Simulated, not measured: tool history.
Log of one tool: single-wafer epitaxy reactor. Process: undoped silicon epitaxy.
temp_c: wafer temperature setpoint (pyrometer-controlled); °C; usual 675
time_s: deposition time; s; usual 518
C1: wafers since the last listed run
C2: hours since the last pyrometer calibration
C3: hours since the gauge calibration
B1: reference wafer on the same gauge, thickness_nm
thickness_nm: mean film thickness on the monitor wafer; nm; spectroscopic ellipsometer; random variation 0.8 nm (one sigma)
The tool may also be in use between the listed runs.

run 1 hour=0 | temp_c=675 time_s=518 | C1=0 C2=1302.8 C3=1594.9 | B1=169.665 | thickness_nm=148.014
run 2 hour=77.3 | temp_c=675 time_s=518 | C1=357 C2=1380.1 C3=1672.2 | B1=169.929 | thickness_nm=146.924
run 3 hour=141 | temp_c=675 time_s=463 | C1=294 C2=1443.8 C3=1735.9 | B1=170.06 | thickness_nm=131.564
run 4 hour=206.6 | temp_c=675 time_s=497 | C1=303 C2=1509.4 C3=1801.5 | B1=170.073 | thickness_nm=140.793
run 5 hour=433.6 | temp_c=675 time_s=497 | C1=1050 C2=1736.4 C3=2028.5 | B1=169.869 | thickness_nm=143.005
-- hour=542.2 pyrometer calibrated
run 6 hour=724.2 | temp_c=675 time_s=497 | C1=1307 C2=182 C3=2319.1 | B1=170.314 | thickness_nm=139.182
run 7 hour=921.7 | temp_c=675 time_s=518 | C1=913 C2=379.5 C3=2516.6 | B1=169.982 | thickness_nm=144.454
run 8 hour=959.8 | temp_c=675 time_s=518 | C1=176 C2=417.6 C3=2554.7 | B1=169.959 | thickness_nm=144.399
run 9 hour=1042.1 | temp_c=675 time_s=518 | C1=380 C2=499.9 C3=2637 | B1=169.824 | thickness_nm=144.436
run 10 hour=1126.5 | temp_c=675 time_s=518 | C1=390 C2=584.3 C3=2721.4 | B1=169.947 | thickness_nm=146.275
run 11 hour=1233.2 | temp_c=678 time_s=518 | C1=493 C2=691 C3=2828.1 | B1=169.886 | thickness_nm=156.432
run 12 hour=1282.2 | temp_c=678 time_s=518 | C1=226 C2=740 C3=2877.1 | B1=170.295 | thickness_nm=153.985
run 13 hour=1326.5 | temp_c=678 time_s=518 | C1=204 C2=784.3 C3=2921.4 | B1=170.208 | thickness_nm=156.235
run 14 hour=1373.6 | temp_c=670 time_s=518 | C1=217 C2=831.4 C3=2968.5 | B1=170.079 | thickness_nm=134.277
run 15 hour=1472.3 | temp_c=675 time_s=518 | C1=456 C2=930.1 C3=3067.2 | B1=169.84 | thickness_nm=146.856
run 16 hour=1563.4 | temp_c=675 time_s=518 | C1=421 C2=1021.2 C3=3158.3 | B1=170.116 | thickness_nm=147.188
run 17 hour=1679.1 | temp_c=671 time_s=518 | C1=535 C2=1136.9 C3=3274 | B1=170.025 | thickness_nm=137.331
run 18 hour=1766.3 | temp_c=667 time_s=596 | C1=403 C2=1224.1 C3=3361.2 | B1=170.24 | thickness_nm=146.153
run 19 hour=1826.9 | temp_c=667 time_s=596 | C1=280 C2=1284.7 C3=3421.8 | B1=169.687 | thickness_nm=147.866
run 20 hour=1884.7 | temp_c=675 time_s=462 | C1=267 C2=1342.5 C3=3479.6 | B1=170.171 | thickness_nm=131.485
run 21 hour=1935.3 | temp_c=675 time_s=518 | C1=234 C2=1393.1 C3=3530.2 | B1=169.939 | thickness_nm=146.949
-- hour=1995.1 pyrometer calibrated
run 22 hour=2034 | temp_c=675 time_s=518 | C1=419 C2=38.9 C3=3628.9 | B1=169.876 | thickness_nm=148.661
run 23 hour=2106.5 | temp_c=675 time_s=440 | C1=335 C2=111.4 C3=3701.4 | B1=170.248 | thickness_nm=127.527
run 24 hour=2172.9 | temp_c=665 time_s=620 | C1=307 C2=177.8 C3=3767.8 | B1=169.913 | thickness_nm=150.152
run 25 hour=2250.2 | temp_c=686 time_s=457 | C1=357 C2=255.1 C3=3845.1 | B1=170.178 | thickness_nm=162.581
run 26 hour=2354.5 | temp_c=668 time_s=518 | C1=482 C2=359.4 C3=3949.4 | B1=170.121 | thickness_nm=133.198
run 27 hour=2440.6 | temp_c=675 time_s=549 | C1=398 C2=445.5 C3=4035.5 | B1=169.981 | thickness_nm=161.478
run 28 hour=2535.2 | temp_c=675 time_s=518 | C1=437 C2=540.1 C3=4130.1 | B1=170.128 | thickness_nm=151.938
run 29 hour=2658.5 | temp_c=686 time_s=457 | C1=570 C2=663.4 C3=4253.4 | B1=169.993 | thickness_nm=162.78
run 30 hour=2696.7 | temp_c=665 time_s=518 | C1=176 C2=701.6 C3=4291.6 | B1=169.878 | thickness_nm=126.958
-- hour=2828 pyrometer calibrated, repeated, since the last time left the tool worse
run 31 hour=2871.7 | temp_c=675 time_s=518 | C1=772 C2=43.7 C3=4466.6 | B1=169.622 | thickness_nm=146.336
run 32 hour=2930.7 | temp_c=675 time_s=490 | C1=272 C2=102.7 C3=4525.6 | B1=169.889 | thickness_nm=137.131
run 33 hour=3011.4 | temp_c=688 time_s=599 | C1=373 C2=183.4 C3=4606.3 | B1=170.056 | thickness_nm=214.263
run 34 hour=3101.8 | temp_c=675 time_s=518 | C1=418 C2=273.8 C3=4696.7 | B1=170.062 | thickness_nm=144.614
-- hour=3132.8 gauge calibrated
run 35 hour=3190.8 | temp_c=675 time_s=518 | C1=411 C2=362.8 C3=58 | B1=169.875 | thickness_nm=145.91
run 36 hour=3227.1 | temp_c=668 time_s=416 | C1=167 C2=399.1 C3=94.3 | B1=169.758 | thickness_nm=104.63
run 37 hour=3540.1 | temp_c=675 time_s=589 | C1=1447 C2=712.1 C3=407.3 | B1=170.167 | thickness_nm=167.687
run 38 hour=3589.3 | temp_c=675 time_s=518 | C1=227 C2=761.3 C3=456.5 | B1=169.802 | thickness_nm=147.754
run 39 hour=3692 | temp_c=661 time_s=592 | C1=475 C2=864 C3=559.2 | B1=170.407 | thickness_nm=131.22
run 40 hour=3775.5 | temp_c=683 time_s=582 | C1=386 C2=947.5 C3=642.7 | B1=169.71 | thickness_nm=191.735
run 41 hour=3872.8 | temp_c=668 time_s=464 | C1=450 C2=1044.8 C3=740 | B1=169.891 | thickness_nm=115.838
run 42 hour=3960.5 | temp_c=675 time_s=518 | C1=405 C2=1132.5 C3=827.7 | B1=169.763 | thickness_nm=146.888
run 43 hour=4223.7 | temp_c=681 time_s=518 | C1=1217 C2=1395.7 C3=1090.9 | B1=169.798 | thickness_nm=164.451

Measured less the same run without the tool's hidden state. The same run-to-run variation is in both; the gauge's scatter may not be:
The hidden state here: wafer temperature above the value expected at the setpoint (K); gauge reads high (%).
run=1 thickness_nm=+3.325
run=2 thickness_nm=+3.346
run=3 thickness_nm=+3.024
run=4 thickness_nm=+3.265
run=5 thickness_nm=+3.394
run=6 thickness_nm=+0.93
run=7 thickness_nm=+1.74
run=8 thickness_nm=+1.859
run=9 thickness_nm=+2.092
run=10 thickness_nm=+2.326
run=11 thickness_nm=+2.708
run=12 thickness_nm=+2.756
run=13 thickness_nm=+2.874
run=14 thickness_nm=+2.572
run=15 thickness_nm=+2.919
run=16 thickness_nm=+3.028
run=17 thickness_nm=+2.947
run=18 thickness_nm=+3.228
run=19 thickness_nm=+3.308
run=20 thickness_nm=+2.93
run=21 thickness_nm=+3.302
run=22 thickness_nm=+5.674
run=23 thickness_nm=+5.217
run=24 thickness_nm=+6.594
run=25 thickness_nm=+7.232
run=26 thickness_nm=+6.469
run=27 thickness_nm=+8.032
run=28 thickness_nm=+7.811
run=29 thickness_nm=+8.489
run=30 thickness_nm=+6.938
run=31 thickness_nm=+0.769
run=32 thickness_nm=+1.041
run=33 thickness_nm=+2.172
run=34 thickness_nm=+1.89
run=35 thickness_nm=+2.233
run=36 thickness_nm=+1.708
run=37 thickness_nm=+3.568
run=38 thickness_nm=+3.23
run=39 thickness_nm=+3.084
run=40 thickness_nm=+4.464
run=41 thickness_nm=+2.855
run=42 thickness_nm=+3.655
run=43 thickness_nm=+4.241

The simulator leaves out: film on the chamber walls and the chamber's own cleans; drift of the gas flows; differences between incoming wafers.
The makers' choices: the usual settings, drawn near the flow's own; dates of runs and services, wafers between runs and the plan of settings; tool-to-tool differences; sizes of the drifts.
